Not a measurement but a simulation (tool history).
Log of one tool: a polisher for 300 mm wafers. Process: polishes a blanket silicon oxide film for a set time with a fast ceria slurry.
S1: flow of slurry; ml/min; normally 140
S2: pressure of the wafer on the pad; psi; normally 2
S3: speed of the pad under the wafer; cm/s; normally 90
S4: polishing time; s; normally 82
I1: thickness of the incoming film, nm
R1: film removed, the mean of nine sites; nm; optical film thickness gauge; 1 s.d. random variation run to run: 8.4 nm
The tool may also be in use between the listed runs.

run	hour	S1	S2	S3	S4	I1	R1
1	0	140	1.6	68	82	3788.6	524.6
2	58.8	140	1.6	68	82	3780.2	520.6
3	103.5	140	1.6	68	82	3832.8	513
4	154.1	140	2	90	82	3762.1	762.6
# hour 163.6: worn pad replaced by a new one
5	181.2	140	2	90	82	3817.6	807.4
6	249.7	140	2	90	82	3856.8	800
7	287.3	140	2	80	82	3795.8	716.5
# hour 349.8: slurry nozzle cleaned
8	358.6	140	1.7	90	82	3821.1	646.2
# hour 368.1: worn pad replaced by a new one
9	412.6	140	2	90	82	3843.1	821.3
10	480.7	140	2	90	82	3859.4	808.5
11	506.7	140	2	90	68	3819.2	653.6
# hour 539.2: head pressure recalibrated
12	575.1	180	2.6	108	96	3885.2	1336.2
# hour 593.2: worn pad replaced by a new one
13	605.2	155	2	70	74	3817.3	616.7
14	669.1	160	1.5	66	82	3781.3	475.9
15	724.9	140	2	90	82	3814.6	758.2
16	780.4	180	2.6	108	96	3867	1337.2
# hour 798.9: worn pad replaced by a new one
17	824.8	140	2	90	93	3742.7	913.4
18	894.4	140	2	90	82	3814.2	779.9
# hour 903.4: slurry nozzle cleaned
19	954.8	140	2	90	82	3881.1	761.5
# hour 1023.1: worn pad replaced by a new one
20	1079	140	2	98	58	3766.5	600.7

Forecast each of these 4 alternatives for the next run:
A	1079.4	140	2	90	82	3813.9	?
B	1079.4	105	1.6	114	68	3813.9	?
C	1079.4	185	1.7	66	82	3813.9	?
D	1079.4	185	2	90	63	3813.9	?

run	R1
A	808
B	599.3
C	578.7
D	651.6
Stripped of hidden state, with their random variation kept, the same runs would have yielded:
run	R1
A	824.1
B	611.2
C	590.3
D	664.6

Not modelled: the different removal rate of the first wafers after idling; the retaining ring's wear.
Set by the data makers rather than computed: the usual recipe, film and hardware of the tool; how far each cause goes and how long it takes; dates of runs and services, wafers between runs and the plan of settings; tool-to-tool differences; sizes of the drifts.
